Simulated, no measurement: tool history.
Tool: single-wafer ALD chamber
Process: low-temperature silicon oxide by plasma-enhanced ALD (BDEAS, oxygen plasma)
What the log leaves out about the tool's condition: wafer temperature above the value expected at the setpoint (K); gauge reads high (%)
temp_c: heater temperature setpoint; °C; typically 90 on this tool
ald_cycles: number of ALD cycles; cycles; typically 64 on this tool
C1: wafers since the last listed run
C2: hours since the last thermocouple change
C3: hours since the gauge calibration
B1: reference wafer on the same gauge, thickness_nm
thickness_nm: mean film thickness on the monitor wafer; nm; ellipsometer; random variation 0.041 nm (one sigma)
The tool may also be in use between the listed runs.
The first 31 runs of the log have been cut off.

run 32 day=64.204 | temp_c=82 ald_cycles=55 | C1=199 C2=1448.4 C3=636.8 | B1=11.492 | thickness_nm=8.309
run 33 day=66.450 | temp_c=90 ald_cycles=64 | C1=150 C2=1502.3 C3=690.7 | B1=11.477 | thickness_nm=9.393
-- day=67.467 thermocouple changed; heater temperature recalibrated
run 34 day=69.121 | temp_c=80 ald_cycles=58 | C1=156 C2=39.7 C3=754.8 | B1=11.482 | thickness_nm=8.949
run 35 day=70.896 | temp_c=84 ald_cycles=75 | C1=118 C2=82.3 C3=797.4 | B1=11.465 | thickness_nm=11.441
run 36 day=72.858 | temp_c=99 ald_cycles=54 | C1=131 C2=129.4 C3=844.5 | B1=11.469 | thickness_nm=7.840
run 37 day=75.442 | temp_c=98 ald_cycles=64 | C1=173 C2=191.4 C3=906.5 | B1=11.484 | thickness_nm=9.297
run 38 day=78.346 | temp_c=82 ald_cycles=73 | C1=194 C2=261.1 C3=976.2 | B1=11.485 | thickness_nm=11.221
run 39 day=80.233 | temp_c=90 ald_cycles=64 | C1=126 C2=306.4 C3=1021.5 | B1=11.487 | thickness_nm=9.623
run 40 day=82.771 | temp_c=81 ald_cycles=55 | C1=170 C2=367.3 C3=1082.4 | B1=11.490 | thickness_nm=8.486
run 41 day=85.667 | temp_c=103 ald_cycles=74 | C1=194 C2=436.8 C3=1151.9 | B1=11.477 | thickness_nm=10.637
-- day=86.517 gauge calibrated
run 42 day=87.629 | temp_c=90 ald_cycles=53 | C1=131 C2=483.9 C3=26.7 | B1=11.476 | thickness_nm=7.924
run 43 day=89.358 | temp_c=80 ald_cycles=60 | C1=115 C2=525.4 C3=68.2 | B1=11.490 | thickness_nm=9.315
run 44 day=91.112 | temp_c=100 ald_cycles=60 | C1=117 C2=567.5 C3=110.3 | B1=11.468 | thickness_nm=8.657
run 45 day=92.362 | temp_c=90 ald_cycles=64 | C1=83 C2=597.5 C3=140.3 | B1=11.492 | thickness_nm=9.554
run 46 day=93.938 | temp_c=85 ald_cycles=61 | C1=105 C2=635.3 C3=178.1 | B1=11.458 | thickness_nm=9.243

Here are 4 independent what-if runs from the current tool condition. What would each one return?
run A day=93.958 | temp_c=103 ald_cycles=64 | C1=1 C2=635.8 C3=178.6 | B1=? | thickness_nm=?
run B day=93.958 | temp_c=77 ald_cycles=55 | C1=1 C2=635.8 C3=178.6 | B1=? | thickness_nm=?
run C day=93.958 | temp_c=75 ald_cycles=54 | C1=1 C2=635.8 C3=178.6 | B1=? | thickness_nm=?
run D day=93.958 | temp_c=95 ald_cycles=64 | C1=1 C2=635.8 C3=178.6 | B1=? | thickness_nm=?

run=A B1=11.494 thickness_nm=9.151
run=B B1=11.494 thickness_nm=8.546
run=C B1=11.494 thickness_nm=8.447
run=D B1=11.494 thickness_nm=9.343
What these runs would have given with no unlogged condition in the tool:
run=A thickness_nm=9.175
run=B thickness_nm=8.589
run=C thickness_nm=8.489
run=D thickness_nm=9.392
